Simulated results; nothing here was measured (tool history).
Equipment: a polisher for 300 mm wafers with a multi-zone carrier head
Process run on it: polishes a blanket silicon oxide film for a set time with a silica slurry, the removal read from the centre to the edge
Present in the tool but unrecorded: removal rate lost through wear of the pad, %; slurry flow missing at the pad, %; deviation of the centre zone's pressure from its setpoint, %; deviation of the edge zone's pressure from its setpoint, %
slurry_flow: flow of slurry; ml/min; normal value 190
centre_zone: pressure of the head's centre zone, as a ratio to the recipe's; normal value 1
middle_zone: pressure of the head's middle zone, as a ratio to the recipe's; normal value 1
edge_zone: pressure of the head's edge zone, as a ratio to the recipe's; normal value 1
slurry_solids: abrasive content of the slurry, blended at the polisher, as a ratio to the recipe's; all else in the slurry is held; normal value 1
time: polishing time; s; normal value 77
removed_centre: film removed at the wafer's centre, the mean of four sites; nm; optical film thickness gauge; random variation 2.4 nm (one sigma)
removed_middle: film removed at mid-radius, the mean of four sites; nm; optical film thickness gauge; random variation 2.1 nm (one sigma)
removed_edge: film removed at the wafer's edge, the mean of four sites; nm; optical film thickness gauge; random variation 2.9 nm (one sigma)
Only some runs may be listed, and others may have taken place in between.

run,hour,slurry_flow,centre_zone,middle_zone,edge_zone,slurry_solids,time,wafers since the last listed run,wafers polished on this pad,hours since the slurry nozzle was cleaned,hours since the centre zone pressure was calibrated,hours since the edge zone pressure was calibrated,hours since the carrier head's membrane was replaced,"incoming thickness of the incoming film, nm",removed_centre,removed_middle,removed_edge
1,0,190,1,1,1,1,77,0,1899,268.2,928.4,868.6,1671.7,822.7,342.6,317.8,319.2
# hour 43: worn pad replaced by a new one
2,61.7,190,1,1,1,1,77,480,155,329.9,990.1,930.3,1733.4,804.7,343.7,316.1,323.9
# hour 89: slurry nozzle cleaned
3,99.4,190,1,1,1,1,77,305,461,10.4,1027.8,968,1771.1,814.5,342.3,311.1,322.6
4,136.8,190,1,1,1,1,77,311,772,47.8,1065.2,1005.4,1808.5,797,347.3,314.5,324.6
5,201.7,190,1,1,1,1,77,540,1313,112.7,1130.1,1070.3,1873.4,809.3,344.8,318.5,318.7
# hour 228: edge zone pressure recalibrated
6,258.5,190,1,1,1,1,77,456,1770,169.5,1186.9,30.5,1930.2,823.1,350.9,316.6,318.9
7,293.7,190,0.91,1,1,1,77,293,2063,204.7,1222.1,65.7,1965.4,808.5,312.9,316.8,317.7
# hour 321.8: worn pad replaced by a new one
8,376.7,165,1,0.93,1.11,1,77,658,457,287.7,1305.1,148.7,2048.4,808.7,338.4,292.2,330.1
9,414.4,210,0.92,1.12,1,0.8,77,314,771,325.4,1342.8,186.4,2086.1,826.1,293.8,311.2,288.4
# hour 425.8: slurry nozzle cleaned
# hour 448.5: centre zone pressure recalibrated
10,459.5,190,0.96,1,0.92,1,77,350,1122,33.7,11,231.5,2131.2,819.5,302.2,316,307.5
# hour 522.9: carrier head's membrane replaced by a new one
11,523.4,190,1,1,1,1,77,490,1612,97.6,74.9,295.4,0.5,803.2,326.2,314.7,322.2
12,565,190,0.88,1,1,1,77,346,1959,139.2,116.5,337,42.1,801.9,285.7,315.7,316.6
# hour 607.9: worn pad replaced by a new one
13,635.8,150,1,1.04,1,1.25,99,556,232,210,187.3,407.8,112.9,802.7,437.5,438,438.1
14,690.8,190,1,0.96,1.09,1,56,458,690,265,242.3,462.8,167.9,807.5,236.3,221.9,241.1
15,749.6,190,0.88,1,1,0.8,77,489,1180,323.8,301.1,521.6,226.7,805.6,255.8,282.3,287.4
# hour 771.8: slurry nozzle cleaned
16,868.7,190,1.06,1,1,1,77,984,2164,96.9,420.2,640.7,345.8,810.1,347.9,316.3,317.5
# hour 886.8: worn pad replaced by a new one
17,930.6,190,1,1,1,1,77,482,365,158.8,482.1,702.6,407.7,801.6,330.4,315.2,322.8
18,962,190,1,1,1,1,77,261,626,190.2,513.5,734,439.1,802.6,332.1,312.7,322.7
19,998.9,190,0.93,1,1,1,77,307,934,227.1,550.4,770.9,476,822.1,306.3,312.1,320.4
20,1060.6,190,1,1,1,1,77,514,1448,288.8,612.1,832.6,537.7,807.9,329.9,316.7,316.7
# hour 1101.3: slurry nozzle cleaned
21,1130.1,190,1,1,1,1,77,570,2019,28.8,681.6,902.1,607.2,810.6,334.7,312.7,318.6
22,1155.6,230,1,0.96,1,1,54,212,2231,54.3,707.1,927.6,632.7,811.5,237.5,220.6,228.6

Predict each of these 3 candidate next runs independently; none follows another, all start after run 22:
A,1156,190,1,1,1,1,77,3,2234,54.7,707.5,928,633.1,824.5,?,?,?
B,1156,220,1,1,1,1,77,3,2234,54.7,707.5,928,633.1,824.5,?,?,?
C,1156,235,1,0.97,1,1,77,3,2234,54.7,707.5,928,633.1,824.5,?,?,?

run,removed_centre,removed_middle,removed_edge
A,334.3,314.3,314
B,342.8,321.4,319.2
C,346.1,317.3,321.5
Without the tool's hidden state the same runs would have given:
run,removed_centre,removed_middle,removed_edge
A,323.1,314.3,314
B,331.3,321.4,319.2
C,334.6,317.3,321.5
